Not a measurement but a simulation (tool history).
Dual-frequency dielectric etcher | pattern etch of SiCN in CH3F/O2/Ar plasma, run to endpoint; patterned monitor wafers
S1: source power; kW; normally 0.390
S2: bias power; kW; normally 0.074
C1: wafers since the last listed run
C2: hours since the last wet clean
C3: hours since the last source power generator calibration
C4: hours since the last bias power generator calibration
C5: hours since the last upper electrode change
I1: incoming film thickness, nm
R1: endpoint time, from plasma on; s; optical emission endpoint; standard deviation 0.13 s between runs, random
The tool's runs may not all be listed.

Run 1, hour 0.0: usual settings; C1 0; C2 531.7; C3 1396.9; C4 1701.4; C5 2395.5; I1 7.63. Result: R1 20.3 s.
Run 2, hour 13.5: usual settings; C1 196; C2 545.2; C3 1410.4; C4 1714.9; C5 2409.0; I1 7.58. Result: R1 20.1 s.
Run 3, hour 20.4: usual settings; C1 100; C2 552.1; C3 1417.3; C4 1721.8; C5 2415.9; I1 7.64. Result: R1 20.5 s.
Run 4, hour 38.3: usual settings; C1 261; C2 570.0; C3 1435.2; C4 1739.7; C5 2433.8; I1 7.55. Result: R1 20.2 s.
Run 5, hour 55.5: usual settings but S1 0.430 kW; C1 250; C2 587.2; C3 1452.4; C4 1756.9; C5 2451.0; I1 7.58. Result: R1 19.3 s.
At hour 81.8: wet clean of the chamber.
Run 6, hour 82.3: usual settings but S1 0.430 kW; C1 40; C2 0.5; C3 1479.2; C4 1783.7; C5 2477.8; I1 7.61. Result: R1 18.4 s.
Run 7, hour 82.6: usual settings but S1 0.430 kW; C1 4; C2 0.8; C3 1479.5; C4 1784.0; C5 2478.1; I1 7.55. Result: R1 18.2 s.
Run 8, hour 97.2: usual settings but S1 0.350 kW; C1 213; C2 15.4; C3 1494.1; C4 1798.6; C5 2492.7; I1 7.59. Result: R1 20.7 s.
Run 9, hour 105.2: usual settings but S1 0.330 kW; C1 116; C2 23.4; C3 1502.1; C4 1806.6; C5 2500.7; I1 7.59. Result: R1 21.8 s.
Run 10, hour 127.7: usual settings but S1 0.330 kW; C1 328; C2 45.9; C3 1524.6; C4 1829.1; C5 2523.2; I1 7.60. Result: R1 21.6 s.
At hour 134.7: source power generator calibrated.
Run 11, hour 137.3: usual settings but S1 0.330 kW; C1 81; C2 55.5; C3 2.6; C4 1838.7; C5 2532.8; I1 7.60. Result: R1 21.6 s.
Run 12, hour 153.5: usual settings; C1 236; C2 71.7; C3 18.8; C4 1854.9; C5 2549.0; I1 7.56. Result: R1 19.5 s.
Run 13, hour 166.8: usual settings but S1 0.350 kW, S2 0.090 kW; C1 194; C2 85.0; C3 32.1; C4 1868.2; C5 2562.3; I1 7.64. Result: R1 19.5 s.
Run 14, hour 179.0: usual settings but S1 0.480 kW; C1 177; C2 97.2; C3 44.3; C4 1880.4; C5 2574.5; I1 7.65. Result: R1 17.6 s.
Run 15, hour 203.9: usual settings but S1 0.330 kW; C1 363; C2 122.1; C3 69.2; C4 1905.3; C5 2599.4; I1 7.61. Result: R1 21.8 s.
Run 16, hour 219.4: usual settings but S1 0.300 kW, S2 0.059 kW; C1 226; C2 137.6; C3 84.7; C4 1920.8; C5 2614.9; I1 7.55. Result: R1 24.7 s.
Run 17, hour 237.2: usual settings but S1 0.430 kW; C1 259; C2 155.4; C3 102.5; C4 1938.6; C5 2632.7; I1 7.57. Result: R1 18.7 s.
Run 18, hour 249.8: usual settings; C1 183; C2 168.0; C3 115.1; C4 1951.2; C5 2645.3; I1 7.61. Result: R1 19.8 s.
Run 19, hour 257.0: usual settings but S1 0.350 kW, S2 0.064 kW; C1 105; C2 175.2; C3 122.3; C4 1958.4; C5 2652.5; I1 7.54. Result: R1 21.8 s.
At hour 295.2: upper electrode replaced, of another model than before.
Run 20, hour 295.7: usual settings but S1 0.350 kW, S2 0.079 kW; C1 214; C2 213.9; C3 161.0; C4 1997.1; C5 0.5; I1 7.67. Result: R1 22.1 s.
Run 21, hour 296.0: usual settings but S1 0.430 kW, S2 0.068 kW; C1 4; C2 214.2; C3 161.3; C4 1997.4; C5 0.8; I1 7.62. Result: R1 18.5 s.
Run 22, hour 302.3: usual settings but S2 0.087 kW; C1 91; C2 220.5; C3 167.6; C4 2003.7; C5 7.1; I1 7.59. Result: R1 19.0 s.
Run 23, hour 312.4: usual settings but S1 0.300 kW, S2 0.060 kW; C1 147; C2 230.6; C3 177.7; C4 2013.8; C5 17.2; I1 7.64. Result: R1 30.4 s.
At hour 322.6: bias power generator calibrated.
Run 24, hour 323.1: usual settings but S1 0.300 kW, S2 0.069 kW; C1 97; C2 241.3; C3 188.4; C4 0.5; C5 27.9; I1 7.61. Result: R1 29.7 s.
Run 25, hour 327.7: usual settings but S1 0.480 kW, S2 0.067 kW; C1 67; C2 245.9; C3 193.0; C4 5.1; C5 32.5; I1 7.58. Result: R1 17.0 s.
Run 26, hour 340.1: usual settings but S1 0.450 kW, S2 0.062 kW; C1 180; C2 258.3; C3 205.4; C4 17.5; C5 44.9; I1 7.58. Result: R1 18.2 s.
Run 27, hour 351.4: usual settings but S1 0.480 kW, S2 0.058 kW; C1 164; C2 269.6; C3 216.7; C4 28.8; C5 56.2; I1 7.61. Result: R1 17.5 s.
Run 28, hour 367.9: usual settings but S1 0.300 kW, S2 0.069 kW; C1 240; C2 286.1; C3 233.2; C4 45.3; C5 72.7; I1 7.59. Result: R1 29.6 s.
Run 29, hour 380.2: usual settings but S1 0.300 kW, S2 0.069 kW; C1 179; C2 298.4; C3 245.5; C4 57.6; C5 85.0; I1 7.59. Result: R1 29.4 s.
Run 30, hour 388.2: usual settings but S1 0.320 kW, S2 0.068 kW; C1 116; C2 306.4; C3 253.5; C4 65.6; C5 93.0; I1 7.58. Result: R1 26.0 s.
Run 31, hour 401.5: usual settings but S1 0.460 kW, S2 0.089 kW; C1 194; C2 319.7; C3 266.8; C4 78.9; C5 106.3; I1 7.59. Result: R1 16.4 s.
Run 32, hour 413.2: usual settings but S1 0.360 kW, S2 0.084 kW; C1 170; C2 331.4; C3 278.5; C4 90.6; C5 118.0; I1 7.57. Result: R1 21.3 s.
Run 33, hour 420.9: usual settings but S1 0.460 kW, S2 0.085 kW; C1 112; C2 339.1; C3 286.2; C4 98.3; C5 125.7; I1 7.71. Result: R1 16.9 s.
Run 34, hour 443.9: usual settings but S1 0.310 kW, S2 0.088 kW; C1 335; C2 362.1; C3 309.2; C4 121.3; C5 148.7; I1 7.65. Result: R1 25.7 s.
Run 35, hour 454.1: usual settings but S1 0.480 kW, S2 0.085 kW; C1 148; C2 372.3; C3 319.4; C4 131.5; C5 158.9; I1 7.65. Result: R1 16.3 s.

For some of the steps in R1 from one run to the next: how much would appear even if the tool had no hidden state, given the settings, what came in and random variation, and how much remains for the hidden state plus any gauge scatter that the measured result and the result without hidden state don't share?
The tool's hidden condition here consists of: etch rate over this chamber's usual, %; source power that arrives over what is set, %; bias power that arrives over what is set, %.
Run 5 -> 6: wet clean of the chamber. R1 -0.9 s: hidden state -0.9, all else +0.0.
Run 22 -> 23: S1 0.390 -> 0.300, S2 0.087 -> 0.060. R1 +11.4 s: hidden state +0.2, all else +11.2.
Run 24 -> 25: S1 0.300 -> 0.480, S2 0.069 -> 0.067. R1 -12.7 s: hidden state -0.4, all else -12.3.
Run 27 -> 28: S1 0.480 -> 0.300, S2 0.058 -> 0.069. R1 +12.1 s: hidden state +0.4, all else +11.7.
